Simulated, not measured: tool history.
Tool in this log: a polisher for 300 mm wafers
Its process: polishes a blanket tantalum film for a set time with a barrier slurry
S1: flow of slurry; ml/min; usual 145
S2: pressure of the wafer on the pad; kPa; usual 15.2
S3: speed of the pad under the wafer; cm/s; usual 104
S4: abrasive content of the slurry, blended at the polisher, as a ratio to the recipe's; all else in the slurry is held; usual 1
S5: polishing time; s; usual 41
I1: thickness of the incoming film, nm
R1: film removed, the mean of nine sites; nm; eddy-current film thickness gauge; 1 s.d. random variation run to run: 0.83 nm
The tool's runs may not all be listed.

| run | hour | S1 | S2 | S3 | S4 | S5 | I1 | R1 |
|---|---|---|---|---|---|---|---|---|
| 1 | 0 | 145 | 15.2 | 104 | 1 | 41 | 279.1 | 85.9 |
| 2 | 16.5 | 145 | 15.2 | 104 | 1 | 41 | 277.3 | 85.3 |
| 3 | 47.2 | 145 | 15.2 | 104 | 1 | 41 | 278.6 | 83.6 |
| 4 | 60.3 | 145 | 15.2 | 104 | 1 | 41 | 281 | 85.1 |
| 5 | 76.4 | 145 | 15.2 | 104 | 1 | 41 | 280.6 | 85.8 |
| 6 | 109.1 | 145 | 15.2 | 104 | 1 | 41 | 283.7 | 86.9 |
| 7 | 138.7 | 145 | 15.2 | 104 | 1 | 41 | 279 | 85 |
| 8 | 171.6 | 145 | 15.2 | 104 | 1 | 41 | 278.9 | 84.1 |
| 9 | 183.6 | 145 | 15.2 | 104 | 1 | 41 | 282.1 | 84.9 |
| 10 | 204.7 | 145 | 15.2 | 104 | 1 | 41 | 282.3 | 87.1 |
| 11 | 236.5 | 145 | 11 | 104 | 1 | 41 | 281.2 | 70 |
| 12 | 257.8 | 145 | 15.2 | 104 | 1.25 | 41 | 276 | 89.7 |
| 13 | 311.4 | 145 | 15.2 | 104 | 1 | 41 | 279.9 | 84.6 |
| 14 | 344.8 | 145 | 10.3 | 104 | 1.15 | 48 | 278.6 | 81.7 |
| 15 | 375.7 | 145 | 15.2 | 104 | 1 | 41 | 279.2 | 85.3 |
| 16 | 397 | 100 | 15.2 | 92 | 1.1 | 41 | 277.8 | 71.5 |
| 17 | 421.4 | 145 | 15.2 | 78 | 1 | 46 | 282.9 | 72.4 |
| 18 | 450.2 | 145 | 15.2 | 126 | 0.8 | 41 | 279.4 | 98.3 |
| 19 | 483.7 | 145 | 15.2 | 104 | 1 | 41 | 279.3 | 83.7 |
| 20 | 513.9 | 145 | 15.2 | 104 | 1 | 41 | 281.3 | 85.4 |
| 21 | 542.5 | 145 | 15.2 | 134 | 0.85 | 41 | 281.3 | 105.2 |
| 22 | 559.1 | 115 | 15.2 | 104 | 1.25 | 29 | 278.4 | 59.9 |

Missing from the log above: 8 entries noted between runs. For each, name the pair of listed runs it sits between and say how the tool's hidden condition differs from the listed run just before to the listed run just after:
Run 1 -> run 2: worn pad replaced by a new one (hour 16)
  both runs share identical hidden conditions
Run 6 -> run 7: worn pad replaced by a new one (hour 135.1)
  both runs share identical hidden conditions
Run 11 -> run 12: worn pad replaced by a new one (hour 243.3)
  both runs share identical hidden conditions
Run 13 -> run 14: head pressure recalibrated (hour 332.3); slurry blender recalibrated (hour 344.3)
  both runs share identical hidden conditions
Run 14 -> run 15: worn pad replaced by a new one (hour 355.3); slurry nozzle cleaned (hour 360.8)
  both runs share identical hidden conditions
Run 18 -> run 19: worn pad replaced by a new one (hour 462.6)
  both runs share identical hidden conditions

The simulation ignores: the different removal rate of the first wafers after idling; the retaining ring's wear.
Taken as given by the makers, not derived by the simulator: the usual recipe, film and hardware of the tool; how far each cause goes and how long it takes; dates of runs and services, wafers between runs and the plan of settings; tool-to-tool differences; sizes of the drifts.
